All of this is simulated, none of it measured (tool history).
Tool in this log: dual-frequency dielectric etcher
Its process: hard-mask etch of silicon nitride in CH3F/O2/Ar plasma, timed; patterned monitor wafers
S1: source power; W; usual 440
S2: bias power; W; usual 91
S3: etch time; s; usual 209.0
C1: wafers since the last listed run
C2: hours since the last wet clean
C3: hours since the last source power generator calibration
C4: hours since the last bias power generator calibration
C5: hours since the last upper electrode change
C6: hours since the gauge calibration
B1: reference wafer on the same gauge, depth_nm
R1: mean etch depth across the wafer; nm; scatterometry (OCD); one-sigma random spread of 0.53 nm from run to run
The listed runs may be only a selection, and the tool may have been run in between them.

Run 1, hour 0.0: usual settings; C1 0; C2 159.1; C3 2611.4; C4 38.5; C5 3616.6; C6 1960.8; B1 180.0. Result: R1 170.1 nm.
Run 2, hour 78.2: usual settings but S2 82 W; C1 598; C2 237.3; C3 2689.6; C4 116.7; C5 3694.8; C6 2039.0; B1 180.1. Result: R1 160.8 nm.
Run 3, hour 145.9: usual settings but S2 82 W; C1 518; C2 305.0; C3 2757.3; C4 184.4; C5 3762.5; C6 2106.7; B1 180.2. Result: R1 161.2 nm.
Run 4, hour 249.9: usual settings; C1 796; C2 409.0; C3 2861.3; C4 288.4; C5 3866.5; C6 2210.7; B1 180.1. Result: R1 168.6 nm.
Run 5, hour 306.4: usual settings; C1 432; C2 465.5; C3 2917.8; C4 344.9; C5 3923.0; C6 2267.2; B1 180.0. Result: R1 169.1 nm.
Run 6, hour 345.1: usual settings; C1 296; C2 504.2; C3 2956.5; C4 383.6; C5 3961.7; C6 2305.9; B1 180.1. Result: R1 167.9 nm.
Run 7, hour 415.0: usual settings but S1 390 W; C1 535; C2 574.1; C3 3026.4; C4 453.5; C5 4031.6; C6 2375.8; B1 180.0. Result: R1 163.4 nm.
At hour 469.4: wet clean of the chamber.
Run 8, hour 469.9: usual settings but S1 390 W; C1 236; C2 0.5; C3 3081.3; C4 508.4; C5 4086.5; C6 2430.7; B1 180.0. Result: R1 162.8 nm.
Run 9, hour 542.4: usual settings but S1 410 W; C1 555; C2 73.0; C3 3153.8; C4 580.9; C5 4159.0; C6 2503.2; B1 180.0. Result: R1 164.3 nm.
Run 10, hour 616.9: usual settings; C1 570; C2 147.5; C3 3228.3; C4 655.4; C5 4233.5; C6 2577.7; B1 180.0. Result: R1 168.1 nm.
Run 11, hour 712.6: usual settings but S1 520 W, S3 189.5 s; C1 732; C2 243.2; C3 3324.0; C4 751.1; C5 4329.2; C6 2673.4; B1 180.1. Result: R1 160.0 nm.
At hour 781.9: upper electrode replaced.
Run 12, hour 807.2: usual settings but S1 410 W, S2 72 W, S3 247.0 s; C1 540; C2 337.8; C3 3418.6; C4 845.7; C5 25.3; C6 2768.0; B1 180.1. Result: R1 172.2 nm.
Run 13, hour 879.5: usual settings; C1 553; C2 410.1; C3 3490.9; C4 918.0; C5 97.6; C6 2840.3; B1 180.0. Result: R1 168.5 nm.
Run 14, hour 972.3: usual settings but S1 350 W, S2 103 W, S3 172.0 s; C1 710; C2 502.9; C3 3583.7; C4 1010.8; C5 190.4; C6 2933.1; B1 180.2. Result: R1 137.1 nm.
At hour 1038.9: wet clean of the chamber.
Run 15, hour 1039.4: usual settings but S2 69 W, S3 166.5 s; C1 330; C2 0.5; C3 3650.8; C4 1077.9; C5 257.5; C6 3000.2; B1 180.1. Result: R1 116.4 nm.
Run 16, hour 1113.2: usual settings but S1 350 W, S2 74 W, S3 164.0 s; C1 565; C2 74.3; C3 3724.6; C4 1151.7; C5 331.3; C6 3074.0; B1 180.0. Result: R1 110.2 nm.
Run 17, hour 1191.2: usual settings but S1 400 W, S2 75 W, S3 166.5 s; C1 597; C2 152.3; C3 3802.6; C4 1229.7; C5 409.3; C6 3152.0; B1 180.0. Result: R1 117.5 nm.
Run 18, hour 1252.8: usual settings but S1 490 W, S2 110 W, S3 268.0 s; C1 471; C2 213.9; C3 3864.2; C4 1291.3; C5 470.9; C6 3213.6; B1 180.0. Result: R1 241.9 nm.
At hour 1354.1: source power generator calibrated.
At hour 1445.3: gauge calibrated.
Run 19, hour 1512.4: usual settings but S1 530 W; C1 1957; C2 473.5; C3 158.3; C4 1550.9; C5 730.5; C6 67.1; B1 180.0. Result: R1 176.0 nm.
Run 20, hour 1593.0: usual settings but S1 390 W, S2 70 W, S3 147.0 s; C1 617; C2 554.1; C3 238.9; C4 1631.5; C5 811.1; C6 147.7; B1 180.1. Result: R1 99.0 nm.
At hour 1658.9: wet clean of the chamber.
Run 21, hour 1696.0: usual settings but S2 102 W, S3 167.5 s; C1 604; C2 37.1; C3 341.9; C4 1734.5; C5 914.1; C6 250.7; B1 179.9. Result: R1 140.1 nm.
Run 22, hour 1762.4: usual settings but S1 480 W, S2 111 W, S3 231.5 s; C1 508; C2 103.5; C3 408.3; C4 1800.9; C5 980.5; C6 317.1; B1 180.0. Result: R1 208.3 nm.
At hour 1821.7: bias power generator calibrated.
Run 23, hour 2056.1: usual settings but S1 550 W; C1 2218; C2 397.2; C3 702.0; C4 234.4; C5 1274.2; C6 610.8; B1 180.0. Result: R1 182.3 nm.
Run 24, hour 2130.1: usual settings but S1 380 W, S2 113 W; C1 566; C2 471.2; C3 776.0; C4 308.4; C5 1348.2; C6 684.8; B1 180.1. Result: R1 180.1 nm.
Run 25, hour 2229.3: usual settings but S2 72 W; C1 759; C2 570.4; C3 875.2; C4 407.6; C5 1447.4; C6 784.0; B1 180.0. Result: R1 151.1 nm.
At hour 2266.7: wet clean of the chamber.
Run 26, hour 2295.7: usual settings but S1 380 W, S2 113 W; C1 324; C2 29.0; C3 941.6; C4 474.0; C5 1513.8; C6 850.4; B1 180.0. Result: R1 180.4 nm.
Run 27, hour 2391.2: usual settings but S2 102 W; C1 731; C2 124.5; C3 1037.1; C4 569.5; C5 1609.3; C6 945.9; B1 179.9. Result: R1 178.1 nm.
Run 28, hour 2447.2: usual settings but S1 360 W, S2 113 W, S3 184.0 s; C1 428; C2 180.5; C3 1093.1; C4 625.5; C5 1665.3; C6 1001.9; B1 180.0. Result: R1 154.9 nm.
Run 29, hour 2508.0: usual settings; C1 465; C2 241.3; C3 1153.9; C4 686.3; C5 1726.1; C6 1062.7; B1 180.0. Result: R1 168.5 nm.

Branching from run 29: 4 alternative next runs. What would each branch give?
Run A, hour 2508.5: usual settings; C1 3; C2 241.8; C3 1154.4; C4 686.8; C5 1726.6; C6 1063.2; B1 ?. Result: R1 ?.
Run B, hour 2508.5: usual settings but S2 112 W, S3 264.0 s; C1 3; C2 241.8; C3 1154.4; C4 686.8; C5 1726.6; C6 1063.2; B1 ?. Result: R1 ?.
Run C, hour 2508.5: usual settings but S1 480 W, S2 79 W, S3 187.5 s; C1 3; C2 241.8; C3 1154.4; C4 686.8; C5 1726.6; C6 1063.2; B1 ?. Result: R1 ?.
Run D, hour 2508.5: usual settings but S1 520 W, S2 74 W; C1 3; C2 241.8; C3 1154.4; C4 686.8; C5 1726.6; C6 1063.2; B1 ?. Result: R1 ?.

run     B1     R1
  A  180.1  168.0
  B  180.1  234.6
  C  180.1  144.6
  D  180.1  160.1
Stripped of hidden state, with their random variation kept, the same runs would have yielded:
run     R1
  A  169.5
  B  236.8
  C  145.8
  D  161.5

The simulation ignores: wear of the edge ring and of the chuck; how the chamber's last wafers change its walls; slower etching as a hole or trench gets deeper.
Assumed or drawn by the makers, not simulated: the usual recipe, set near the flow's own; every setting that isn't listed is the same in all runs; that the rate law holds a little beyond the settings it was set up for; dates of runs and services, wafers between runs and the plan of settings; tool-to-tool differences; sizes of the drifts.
